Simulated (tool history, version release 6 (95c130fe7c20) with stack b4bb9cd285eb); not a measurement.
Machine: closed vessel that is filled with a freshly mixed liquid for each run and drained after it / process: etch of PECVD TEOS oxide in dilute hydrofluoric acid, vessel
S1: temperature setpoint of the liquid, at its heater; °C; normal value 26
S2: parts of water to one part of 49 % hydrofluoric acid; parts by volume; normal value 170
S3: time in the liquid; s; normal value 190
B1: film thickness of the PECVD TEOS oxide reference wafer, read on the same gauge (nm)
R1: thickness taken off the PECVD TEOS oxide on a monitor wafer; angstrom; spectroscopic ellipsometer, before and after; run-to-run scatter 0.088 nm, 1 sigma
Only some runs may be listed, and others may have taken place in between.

| run | hour | S1 | S2 | S3 | B1 | R1 |
|---|---|---|---|---|---|---|
| 1 | 0 | 26 | 170 | 190 | 129.99 | 206.9 |
| 2 | 16.5 | 26 | 170 | 190 | 129.96 | 206.1 |
| 3 | 22.8 | 26 | 170 | 190 | 130.05 | 206.5 |
| 4 | 38.4 | 26 | 170 | 190 | 129.95 | 207.6 |
| 5 | 48.2 | 29.5 | 115 | 190 | 130.04 | 373.9 |
| 6 | 56 | 26 | 170 | 255 | 130.02 | 278 |
|  | 60.6 | hydrofluoric acid flow meter replaced |
|  | 64 | thermometer replaced |
| 7 | 64.5 | 27.5 | 170 | 190 | 129.97 | 230.3 |
| 8 | 73.9 | 27.5 | 170 | 190 | 130.02 | 230.3 |
| 9 | 89.9 | 27.5 | 170 | 235 | 130.01 | 284.8 |
| 10 | 105.1 | 27.5 | 170 | 235 | 130.01 | 283.3 |
| 11 | 123 | 26 | 110 | 190 | 129.98 | 361.4 |
| 12 | 139.3 | 23 | 225 | 265 | 130.01 | 192.7 |
| 13 | 145.9 | 28 | 170 | 235 | 129.98 | 289.8 |
| 14 | 158.3 | 26 | 170 | 190 | 130 | 215.9 |
| 15 | 172 | 23.5 | 170 | 285 | 129.97 | 296.2 |
| 16 | 178.5 | 26 | 170 | 190 | 129.98 | 217.1 |
| 17 | 195.7 | 26 | 120 | 190 | 129.98 | 327.5 |
|  | 196.6 | gauge calibrated |
| 18 | 237.1 | 23 | 225 | 265 | 130.06 | 194.1 |
| 19 | 246.7 | 23 | 170 | 190 | 129.95 | 194 |

The next listed run, before its measurement:
| 20 | 254.7 | 27.5 | 170 | 190 | ? | ? |

Run 20 measured B1 129.99, R1 229 angstrom.
If the tool had no hidden condition, the same run with the same run-to-run variation would have returned R1 230.6 angstrom.
